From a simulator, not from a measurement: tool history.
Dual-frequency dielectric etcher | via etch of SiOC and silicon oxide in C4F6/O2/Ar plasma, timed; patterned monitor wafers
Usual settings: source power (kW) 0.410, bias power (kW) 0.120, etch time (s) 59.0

run	day	source power (kW)	bias power (kW)	etch time (s)	read-back reference wafer on the same gauge, depth_nm	mean etch depth across the wafer (angstrom)
1	0.000	0.480	0.120	53.0	67.0	614
2	0.888	0.410	0.120	59.0	67.0	633
# day 1.900: bias power generator calibrated
3	2.233	0.410	0.120	59.0	67.0	634
4	2.579	0.370	0.120	65.0	67.0	664
5	3.146	0.370	0.120	65.0	67.0	665
6	3.829	0.370	0.120	65.0	67.0	664
7	4.454	0.410	0.120	68.5	67.0	738
# day 5.667: wet clean of the chamber
8	5.688	0.410	0.120	68.5	66.9	706
9	5.704	0.360	0.120	64.5	67.0	617
10	6.179	0.410	0.120	59.0	67.0	612
# day 6.804: gauge calibrated
11	6.858	0.380	0.112	59.0	67.0	576
# day 7.346: source power generator calibrated
12	7.408	0.410	0.120	51.5	67.0	532
13	7.838	0.410	0.120	59.0	67.0	611
14	8.333	0.470	0.102	48.5	67.0	518
15	8.675	0.370	0.128	65.5	66.9	656
16	9.246	0.320	0.120	71.0	66.9	642
17	9.688	0.410	0.145	59.0	67.0	639
18	10.125	0.410	0.120	59.0	66.9	613
# day 11.729: upper electrode replaced
19	11.750	0.410	0.120	59.0	67.1	617
20	11.762	0.410	0.120	59.0	67.1	618
21	11.775	0.340	0.120	64.0	67.0	608
22	12.258	0.410	0.120	54.0	67.0	566
23	12.933	0.320	0.129	59.0	67.0	555
24	13.717	0.340	0.131	59.0	66.9	572
25	14.250	0.460	0.120	59.0	67.0	658
26	14.750	0.410	0.120	59.0	67.0	621
27	15.262	0.470	0.101	64.5	66.9	700
28	15.596	0.410	0.120	59.0	67.0	621
29	16.321	0.410	0.101	66.5	67.0	675

Forecast each of these 5 alternatives for the next run:
A	16.338	0.410	0.120	59.0	?	?
B	16.338	0.380	0.091	48.5	?	?
C	16.338	0.370	0.094	59.0	?	?
D	16.338	0.510	0.145	59.0	?	?
E	16.338	0.410	0.107	59.0	?	?

run	read-back reference wafer on the same gauge, depth_nm	mean etch depth across the wafer (angstrom)
A	67.1	625
B	67.1	462
C	67.1	558
D	67.1	732
E	67.1	607
Without the tool's hidden state the same runs would have given:
run	mean etch depth across the wafer (angstrom)
A	607
B	448
C	542
D	711
E	590
